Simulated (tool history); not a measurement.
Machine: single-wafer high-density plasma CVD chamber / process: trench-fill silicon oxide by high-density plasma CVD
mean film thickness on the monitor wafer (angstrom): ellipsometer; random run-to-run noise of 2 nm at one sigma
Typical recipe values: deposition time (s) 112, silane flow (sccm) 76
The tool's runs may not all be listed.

run	hour	deposition time (s)	silane flow (sccm)	wafers since the last listed run	hours since the silane flow controller was replaced	hours since the gauge calibration	read-back reference wafer on the same gauge, thickness_nm	mean film thickness on the monitor wafer (angstrom)
1	0	112	76	0	4498.1	635.8	999.314	9090.25
2	26.3	112	76	286	4524.4	662.1	1000.904	9083.89
3	52.8	112	76	288	4550.9	688.6	999.349	9051.94
4	114.1	112	76	667	4612.2	749.9	1000.17	9057.17
5	154.7	118	76	442	4652.8	790.5	999.358	9586.83
6	212.4	112	76	628	4710.5	848.2	1000.213	9066.25
7	280.6	112	83	743	4778.7	916.4	999.426	9758.51
8	329.4	112	83	531	4827.5	965.2	999.864	9736.68
# hour 351.4: gauge calibrated
9	399.1	112	83	759	4897.2	47.7	1000.303	9756.33
10	467.8	112	76	748	4965.9	116.4	1000.777	9089.16
11	505.6	126	76	411	5003.7	154.2	999.423	10241.51
# hour 532.4: silane flow controller replaced
12	532.9	92	84	210	0.5	181.5	1000.523	8300.05
13	597.6	99	76	705	65.2	246.2	1000.249	8259.47
14	634.6	112	76	403	102.2	283.2	1000.053	9343.36
# hour 673.8: silane flow controller replaced, repeated, since the last time left the tool worse
15	677.1	112	67	375	3.3	325.7	999.991	7919.82
16	888	105	76	2298	214.2	536.6	1000.354	8250.46
17	945.1	112	76	622	271.3	593.7	999.821	8803.98
18	987.1	127	71	457	313.3	635.7	999.201	9489.59
19	1048.9	112	62	673	375.1	697.5	1000.979	7540.93
20	1089.1	133	82	438	415.3	737.7	999.403	11073.61
21	1168.8	112	76	868	495	817.4	999.652	8786.53

Hidden state, per run?
gauge reads high (%): 0, the same for each run
H1: delivered silane flow above the setpoint (%)
run	H1
1	3.92
2	3.94
3	3.96
4	4.01
5	4.04
6	4.09
7	4.15
8	4.18
9	4.24
10	4.3
11	4.33
12	7.69
13	7.74
14	7.77
15	-0.204
16	-0.0339
17	0.0122
18	0.0461
19	0.096
20	0.128
21	0.193
